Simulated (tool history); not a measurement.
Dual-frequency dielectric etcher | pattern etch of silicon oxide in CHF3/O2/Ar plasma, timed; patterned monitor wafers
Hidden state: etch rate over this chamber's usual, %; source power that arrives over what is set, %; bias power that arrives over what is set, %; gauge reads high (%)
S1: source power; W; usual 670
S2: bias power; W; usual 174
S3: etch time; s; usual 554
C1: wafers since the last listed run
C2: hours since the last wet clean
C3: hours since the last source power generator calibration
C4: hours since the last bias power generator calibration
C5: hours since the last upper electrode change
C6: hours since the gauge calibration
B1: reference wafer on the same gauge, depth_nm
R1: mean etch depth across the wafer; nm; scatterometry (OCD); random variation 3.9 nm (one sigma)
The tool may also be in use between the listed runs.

run	hour	S1	S2	S3	C1	C2	C3	C4	C5	C6	B1	R1
1	0	670	174	554	0	251.4	3044.9	1657.2	1835.4	1156.4	1109.9	1107.4
2	39.7	670	174	554	117	291.1	3084.6	1696.9	1875.1	1196.1	1109.9	1107.1
# hour 81.2: gauge calibrated
# hour 111.8: upper electrode replaced
3	112.3	670	174	554	143	363.7	3157.2	1769.5	0.5	31.1	1109.7	1087.5
4	122.6	670	143	554	30	374	3167.5	1779.8	10.8	41.4	1109.3	1014.2
# hour 164.4: wet clean of the chamber
5	192.6	670	143	554	135	28.2	3237.5	1849.8	80.8	111.4	1110.2	1062
6	234.1	670	174	554	122	69.7	3279	1891.3	122.3	152.9	1109.3	1149.4
7	297.3	670	174	554	186	132.9	3342.2	1954.5	185.5	216.1	1110.1	1145.2
8	354.9	670	174	554	170	190.5	3399.8	2012.1	243.1	273.7	1110	1129.8
# hour 385.8: source power generator calibrated
9	401.1	670	174	554	124	236.7	15.3	2058.3	289.3	319.9	1110.3	1126.2
10	469.9	670	174	554	203	305.5	84.1	2127.1	358.1	388.7	1110.7	1126
11	499.7	750	218	554	88	335.3	113.9	2156.9	387.9	418.5	1110.5	1256.2
# hour 555.5: bias power generator calibrated
12	562.8	770	206	402	174	398.4	177	7.3	451	481.6	1110.7	870.8
# hour 599.8: wet clean of the chamber
13	612.1	670	174	554	74	12.3	226.3	56.6	500.3	530.9	1110.2	1135.1
14	663.4	770	206	402	151	63.6	277.6	107.9	551.6	582.2	1109.6	909.8
15	717.9	670	187	516	161	118.1	332.1	162.4	606.1	636.7	1111.1	1074.3
16	751.8	530	188	667.5	100	152	366	196.3	640	670.6	1109.7	1309.7
17	777.1	670	174	682	74	177.3	391.3	221.6	665.3	695.9	1110	1369.8
18	901.4	600	144	554	367	301.6	515.6	345.9	789.6	820.2	1110.2	987.6
# hour 965.4: wet clean of the chamber
19	965.9	670	174	388.5	119	0.5	580.1	410.4	854.1	884.7	1110	807.2
20	982.8	670	201	554	49	17.4	597	427.3	871	901.6	1110.7	1208.2
21	1014.3	520	144	412	93	48.9	628.5	458.8	902.5	933.1	1109.9	742.1
22	1062.7	670	174	554	143	97.3	676.9	507.2	950.9	981.5	1110.4	1130.8
23	1124.8	800	211	456	183	159.4	739	569.3	1013	1043.6	1110.2	1050.3
24	1181.7	810	174	601	168	216.3	795.9	626.2	1069.9	1100.5	1109.8	1270.7
25	1245.9	740	143	651.5	189	280.5	860.1	690.4	1134.1	1164.7	1110.1	1230.6
# hour 1276.6: gauge calibrated
26	1293.2	520	174	655	139	327.8	907.4	737.7	1181.4	16.6	1110.4	1231.6
27	1342	670	174	690	144	376.6	956.2	786.5	1230.2	65.4	1109.8	1364.7
# hour 1386.8: wet clean of the chamber
28	1387.3	670	174	554	62	0.5	1001.5	831.8	1275.5	110.7	1110	1142
29	1428.4	670	157	554	121	41.6	1042.6	872.9	1316.6	151.8	1110.3	1099.9

Forecast each of these 4 alternatives for the next run:
A	1429	530	174	554	1	42.2	1043.2	873.5	1317.2	152.4	?	?
B	1429	670	154	408.5	1	42.2	1043.2	873.5	1317.2	152.4	?	?
C	1429	670	140	554	1	42.2	1043.2	873.5	1317.2	152.4	?	?
D	1429	840	217	664.5	1	42.2	1043.2	873.5	1317.2	152.4	?	?

run	B1	R1
A	1109.4	1085.2
B	1109.4	803.7
C	1109.4	1049.1
D	1109.4	1587.1
Without the tool's hidden state the same runs would have given:
run	R1
A	1078.2
B	798.7
C	1042.7
D	1576.6

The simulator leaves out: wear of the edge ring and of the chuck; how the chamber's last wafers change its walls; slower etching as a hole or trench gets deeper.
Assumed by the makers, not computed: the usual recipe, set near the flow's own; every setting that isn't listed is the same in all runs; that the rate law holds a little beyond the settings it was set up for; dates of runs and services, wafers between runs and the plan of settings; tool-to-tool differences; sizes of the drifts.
